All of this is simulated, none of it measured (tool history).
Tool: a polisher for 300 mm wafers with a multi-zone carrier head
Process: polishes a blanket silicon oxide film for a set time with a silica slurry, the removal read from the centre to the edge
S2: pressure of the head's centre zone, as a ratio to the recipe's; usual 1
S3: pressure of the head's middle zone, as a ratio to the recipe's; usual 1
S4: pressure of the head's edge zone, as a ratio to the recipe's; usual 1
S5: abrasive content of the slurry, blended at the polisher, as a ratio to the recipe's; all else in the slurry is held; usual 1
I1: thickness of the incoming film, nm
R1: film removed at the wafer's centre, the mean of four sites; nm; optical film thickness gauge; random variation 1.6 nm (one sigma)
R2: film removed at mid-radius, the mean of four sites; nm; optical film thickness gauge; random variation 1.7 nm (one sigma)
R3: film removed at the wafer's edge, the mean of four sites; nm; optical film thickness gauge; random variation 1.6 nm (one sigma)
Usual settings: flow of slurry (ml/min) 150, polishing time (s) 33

{"run": 1, "hour": 0.0, "flow of slurry (ml/min)": 150, "S2": 1, "S3": 1, "S4": 1, "S5": 1, "polishing time (s)": 33, "I1": 1677.6, "R1": 109.9, "R2": 112.4, "R3": 113.4}
{"hour": 90.6, "done": "worn pad replaced by a new one"}
{"run": 2, "hour": 243.0, "flow of slurry (ml/min)": 150, "S2": 1, "S3": 1, "S4": 1, "S5": 1, "polishing time (s)": 33, "I1": 1686, "R1": 109.3, "R2": 112.7, "R3": 113.7}
{"hour": 265.6, "done": "centre zone pressure recalibrated"}
{"hour": 279.2, "done": "edge zone pressure recalibrated"}
{"run": 3, "hour": 289.6, "flow of slurry (ml/min)": 150, "S2": 1, "S3": 1, "S4": 1, "S5": 1, "polishing time (s)": 33, "I1": 1665.7, "R1": 111.6, "R2": 109.1, "R3": 114.9}
{"hour": 291.5, "done": "slurry nozzle cleaned"}
{"run": 4, "hour": 385.2, "flow of slurry (ml/min)": 150, "S2": 1, "S3": 1, "S4": 1, "S5": 1, "polishing time (s)": 33, "I1": 1681.8, "R1": 110.8, "R2": 113.3, "R3": 114.2}
{"run": 5, "hour": 485.3, "flow of slurry (ml/min)": 150, "S2": 1, "S3": 1, "S4": 1, "S5": 1, "polishing time (s)": 33, "I1": 1645.7, "R1": 109.9, "R2": 115.6, "R3": 112.3}
{"run": 6, "hour": 541.7, "flow of slurry (ml/min)": 150, "S2": 1, "S3": 1, "S4": 1, "S5": 1, "polishing time (s)": 33, "I1": 1697, "R1": 112.4, "R2": 115.3, "R3": 113.7}
{"hour": 629.6, "done": "worn pad replaced by a new one"}
{"run": 7, "hour": 636.9, "flow of slurry (ml/min)": 150, "S2": 1, "S3": 0.93, "S4": 1, "S5": 1, "polishing time (s)": 26, "I1": 1667.5, "R1": 86.7, "R2": 84, "R3": 88.2}
{"run": 8, "hour": 721.7, "flow of slurry (ml/min)": 150, "S2": 0.93, "S3": 1, "S4": 1, "S5": 1.2, "polishing time (s)": 33, "I1": 1679.8, "R1": 114.2, "R2": 124, "R3": 120.8}
{"run": 9, "hour": 799.7, "flow of slurry (ml/min)": 150, "S2": 1, "S3": 1, "S4": 0.88, "S5": 1, "polishing time (s)": 33, "I1": 1651.6, "R1": 115.4, "R2": 115.7, "R3": 108.6}
{"hour": 811.3, "done": "centre zone pressure recalibrated"}
{"run": 10, "hour": 894.3, "flow of slurry (ml/min)": 150, "S2": 1, "S3": 1, "S4": 1, "S5": 1, "polishing time (s)": 33, "I1": 1683, "R1": 112.9, "R2": 113.7, "R3": 114.7}
{"run": 11, "hour": 963.8, "flow of slurry (ml/min)": 110, "S2": 1.09, "S3": 1.08, "S4": 1, "S5": 1, "polishing time (s)": 33, "I1": 1640.1, "R1": 114.6, "R2": 113.1, "R3": 111.1}
{"run": 12, "hour": 1058.1, "flow of slurry (ml/min)": 150, "S2": 1.06, "S3": 1, "S4": 0.9, "S5": 1.15, "polishing time (s)": 33, "I1": 1700, "R1": 125.4, "R2": 123.1, "R3": 117.1}
{"run": 13, "hour": 1134.0, "flow of slurry (ml/min)": 150, "S2": 1, "S3": 1, "S4": 1, "S5": 1, "polishing time (s)": 33, "I1": 1692.1, "R1": 113.5, "R2": 113.2, "R3": 115}
{"hour": 1175.1, "done": "worn pad replaced by a new one"}
{"hour": 1241.6, "done": "slurry nozzle cleaned"}
{"hour": 1267.0, "done": "centre zone pressure recalibrated"}
{"run": 14, "hour": 1349.1, "flow of slurry (ml/min)": 150, "S2": 1, "S3": 1.09, "S4": 1, "S5": 1, "polishing time (s)": 41, "I1": 1645, "R1": 138.1, "R2": 153, "R3": 138.4}
{"hour": 1416.2, "done": "carrier head's membrane replaced by a new one"}
{"hour": 1600.0, "done": "edge zone pressure recalibrated"}
{"run": 15, "hour": 1623.5, "flow of slurry (ml/min)": 150, "S2": 1, "S3": 1.09, "S4": 1, "S5": 1, "polishing time (s)": 23, "I1": 1671.1, "R1": 79.4, "R2": 85.6, "R3": 78.9}
{"run": 16, "hour": 1660.2, "flow of slurry (ml/min)": 150, "S2": 1.09, "S3": 1, "S4": 1.05, "S5": 1, "polishing time (s)": 33, "I1": 1684.3, "R1": 122.7, "R2": 113.2, "R3": 120}
{"hour": 1712.5, "done": "worn pad replaced by a new one"}
{"run": 17, "hour": 1716.2, "flow of slurry (ml/min)": 190, "S2": 1, "S3": 0.9, "S4": 1, "S5": 0.8, "polishing time (s)": 28, "I1": 1668.5, "R1": 84.2, "R2": 79.6, "R3": 88.2}
{"hour": 1802.3, "done": "centre zone pressure recalibrated"}
{"run": 18, "hour": 1807.0, "flow of slurry (ml/min)": 150, "S2": 1, "S3": 0.89, "S4": 1.1, "S5": 1, "polishing time (s)": 33, "I1": 1649.2, "R1": 112.6, "R2": 101.4, "R3": 120.1}
{"run": 19, "hour": 1847.4, "flow of slurry (ml/min)": 150, "S2": 1, "S3": 1, "S4": 1, "S5": 1, "polishing time (s)": 33, "I1": 1662.1, "R1": 112.7, "R2": 115.8, "R3": 115.8}
{"run": 20, "hour": 1892.5, "flow of slurry (ml/min)": 180, "S2": 1, "S3": 1, "S4": 1, "S5": 1.1, "polishing time (s)": 33, "I1": 1673.4, "R1": 121, "R2": 117.8, "R3": 123.2}
{"hour": 2011.3, "done": "slurry nozzle cleaned"}
{"run": 21, "hour": 2114.3, "flow of slurry (ml/min)": 150, "S2": 1, "S3": 1, "S4": 1, "S5": 1, "polishing time (s)": 33, "I1": 1667.5, "R1": 112.4, "R2": 113.6, "R3": 111.7}

Forecast each of these 4 alternatives for the next run:
{"run": "A", "hour": 2114.7, "flow of slurry (ml/min)": 150, "S2": 1, "S3": 1, "S4": 1, "S5": 1, "polishing time (s)": 33, "I1": 1638.9, "R1": "?", "R2": "?", "R3": "?"}
{"run": "B", "hour": 2114.7, "flow of slurry (ml/min)": 100, "S2": 1.03, "S3": 1, "S4": 1, "S5": 0.9, "polishing time (s)": 33, "I1": 1638.9, "R1": "?", "R2": "?", "R3": "?"}
{"run": "C", "hour": 2114.7, "flow of slurry (ml/min)": 150, "S2": 1, "S3": 1, "S4": 1.09, "S5": 1, "polishing time (s)": 33, "I1": 1638.9, "R1": "?", "R2": "?", "R3": "?"}
{"run": "D", "hour": 2114.7, "flow of slurry (ml/min)": 200, "S2": 1, "S3": 1, "S4": 1, "S5": 1, "polishing time (s)": 33, "I1": 1638.9, "R1": "?", "R2": "?", "R3": "?"}

run=A R1=111 R2=113.4 R3=112.3
run=B R1=99.7 R2=99.7 R3=100.7
run=C R1=111 R2=113.4 R3=116.6
run=D R1=116 R2=117.9 R3=115.6
Without the tool's hidden state the same runs would have given:
run=A R1=111 R2=113.4 R3=112.3
run=B R1=99.7 R2=99.7 R3=100.7
run=C R1=111 R2=113.4 R3=116.6
run=D R1=116 R2=117.9 R3=115.6
